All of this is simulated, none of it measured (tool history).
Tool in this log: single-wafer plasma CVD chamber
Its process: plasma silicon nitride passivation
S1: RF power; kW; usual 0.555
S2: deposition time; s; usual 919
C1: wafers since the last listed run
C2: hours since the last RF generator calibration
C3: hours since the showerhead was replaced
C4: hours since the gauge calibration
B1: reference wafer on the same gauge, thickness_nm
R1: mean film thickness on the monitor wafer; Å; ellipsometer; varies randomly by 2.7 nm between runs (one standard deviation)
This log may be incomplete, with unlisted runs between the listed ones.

run,hour,S1,S2,C1,C2,C3,C4,B1,R1
1,0.0,0.555,1028,0,1165.8,2506.9,238.5,1580.674,14973.45
2,35.7,0.555,1028,74,1201.5,2542.6,274.2,1580.023,14918.70
3,69.2,0.555,919,69,1235.0,2576.1,307.7,1579.898,13325.86
4,101.2,0.555,919,66,1267.0,2608.1,339.7,1579.445,13311.81
5,122.4,0.555,919,44,1288.2,2629.3,360.9,1579.951,13315.44
6,140.0,0.555,919,36,1305.8,2646.9,378.5,1580.403,13255.91
7,161.8,0.555,919,45,1327.6,2668.7,400.3,1579.955,13243.13
# hour 187.1: RF generator calibrated
8,187.6,0.555,919,36,0.5,2694.5,426.1,1580.345,13554.85
9,201.3,0.555,919,28,14.2,2708.2,439.8,1579.427,13626.98
10,217.0,0.485,1077,32,29.9,2723.9,455.5,1580.096,15126.70
# hour 231.0: showerhead replaced, of another model than before
11,231.5,0.555,919,13,44.4,0.5,470.0,1580.214,13591.65
# hour 238.7: gauge calibrated
12,263.2,0.555,919,65,76.1,32.2,24.5,1580.412,13642.26
13,275.5,0.510,1087,25,88.4,44.5,36.8,1580.514,15674.26
14,297.0,0.555,919,44,109.9,66.0,58.3,1580.542,13626.23
15,327.3,0.485,750,62,140.2,96.3,88.6,1580.010,10735.04
16,347.2,0.450,919,41,160.1,116.2,108.5,1579.987,12894.70
17,374.4,0.450,919,56,187.3,143.4,135.7,1580.072,12885.14
18,402.3,0.455,786,57,215.2,171.3,163.6,1579.824,11050.69
19,438.0,0.460,842,74,250.9,207.0,199.3,1580.061,11833.36

Hidden condition of the tool, last listed run before each entry between runs versus first listed run after:
Logged between run 7 and run 8: RF generator calibrated (hour 187.1)
  delivered RF power above the setpoint (%): -6.39 -> -0.523
  the result without the hidden state subtracted from the measured one, R1: -340.95 -> -27.18 Å
Logged between run 10 and run 11: showerhead replaced, of another model than before (hour 231.0)
  delivered RF power above the setpoint (%): -0.526 -> -0.53
  the result without the hidden state subtracted from the measured one, R1: -30.51 -> -19.22 Å
Logged between run 11 and run 12: gauge calibrated (hour 238.7)
  delivered RF power above the setpoint (%): -0.53 -> -0.543
  the result without the hidden state subtracted from the measured one, R1: -19.22 -> -19.77 Å
